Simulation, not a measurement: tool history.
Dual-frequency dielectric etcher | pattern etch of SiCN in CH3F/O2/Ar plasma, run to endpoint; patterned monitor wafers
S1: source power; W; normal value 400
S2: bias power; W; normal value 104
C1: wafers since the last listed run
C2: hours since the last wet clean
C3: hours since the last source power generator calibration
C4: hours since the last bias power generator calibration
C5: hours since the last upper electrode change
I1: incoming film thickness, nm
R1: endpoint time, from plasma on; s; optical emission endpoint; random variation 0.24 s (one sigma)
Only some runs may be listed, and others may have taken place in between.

run,day,S1,S2,C1,C2,C3,C4,C5,I1,R1
1,0.000,400,104,0,407.0,4187.9,961.4,1432.1,13.08,27.9
# day 2.212: wet clean of the chamber
2,7.212,400,104,2403,120.0,4361.0,1134.5,1605.2,13.11,27.8
3,8.683,400,104,568,155.3,4396.3,1169.8,1640.5,12.98,27.7
4,11.317,400,104,1018,218.5,4459.5,1233.0,1703.7,13.15,27.8
5,12.550,400,104,477,248.1,4489.1,1262.6,1733.3,13.03,27.5
6,13.733,400,93,457,276.5,4517.5,1291.0,1761.7,13.12,29.2
7,16.129,400,93,926,334.0,4575.0,1348.5,1819.2,13.00,28.5
8,18.296,400,104,838,386.0,4627.0,1400.5,1871.2,13.08,27.9
# day 19.471: wet clean of the chamber
9,19.492,400,104,75,0.5,4655.7,1429.2,1899.9,13.13,27.7
10,22.188,400,104,1042,65.2,4720.4,1493.9,1964.6,13.04,28.0
11,23.342,450,104,446,92.9,4748.1,1521.6,1992.3,13.13,27.0
12,26.000,450,104,1028,156.7,4811.9,1585.4,2056.1,13.10,26.8
13,27.096,450,104,423,183.0,4838.2,1611.7,2082.4,13.14,26.4
14,29.396,470,96,889,238.2,4893.4,1666.9,2137.6,13.09,27.3
15,31.783,470,96,923,295.5,4950.7,1724.2,2194.9,13.03,27.0
16,33.838,400,104,794,344.8,5000.0,1773.5,2244.2,13.13,27.9
17,35.546,400,104,660,385.8,5041.0,1814.5,2285.2,13.08,28.1
# day 37.150: wet clean of the chamber
18,37.171,400,93,241,0.5,5080.0,1853.5,2324.2,13.06,29.3
# day 38.371: bias power generator calibrated
19,41.596,440,104,1647,106.7,5186.2,77.4,2430.4,12.97,26.3
# day 43.488: upper electrode replaced
20,44.150,330,90,601,168.0,5247.5,138.7,15.9,13.00,31.8
21,45.338,460,120,459,196.5,5276.0,167.2,44.4,13.10,24.9
22,47.358,480,116,781,245.0,5324.5,215.7,92.9,13.05,25.0
23,49.571,400,104,855,298.1,5377.6,268.8,146.0,13.19,28.2
# day 52.767: wet clean of the chamber
24,52.788,500,114,857,0.5,5454.8,346.0,223.2,13.10,24.7
25,53.488,450,104,270,17.3,5471.6,362.8,240.0,13.13,26.7
# day 55.033: source power generator calibrated
26,55.425,400,104,684,63.8,9.4,409.3,286.5,12.92,27.7
27,62.633,400,104,2788,236.8,182.4,582.3,459.5,13.03,27.4
28,64.496,400,104,720,281.5,227.1,627.0,504.2,13.27,28.6
29,67.075,370,125,997,343.4,289.0,688.9,566.1,13.16,26.2
# day 68.333: wet clean of the chamber
30,68.950,400,112,338,14.8,334.0,733.9,611.1,13.12,26.4
31,70.471,300,119,588,51.3,370.5,770.4,647.6,13.17,28.9
32,72.575,500,83,813,101.8,421.0,820.9,698.1,13.11,28.1
33,73.771,400,92,462,130.5,449.7,849.6,726.8,13.12,29.2
34,75.700,490,104,746,176.8,496.0,895.9,773.1,13.02,25.6
35,77.700,400,104,773,224.8,544.0,943.9,821.1,12.86,27.7

What if the next run were any one of these 4? Each begins from the tool's condition after run 35:
A,77.717,400,104,6,225.2,544.4,944.3,821.5,13.09,?
B,77.717,490,84,6,225.2,544.4,944.3,821.5,13.09,?
C,77.717,470,94,6,225.2,544.4,944.3,821.5,13.09,?
D,77.717,400,95,6,225.2,544.4,944.3,821.5,13.09,?

run,R1
A,28.0
B,28.5
C,27.6
D,29.1
Without the tool's hidden state the same runs would have given:
run,R1
A,28.0
B,28.5
C,27.6
D,29.1
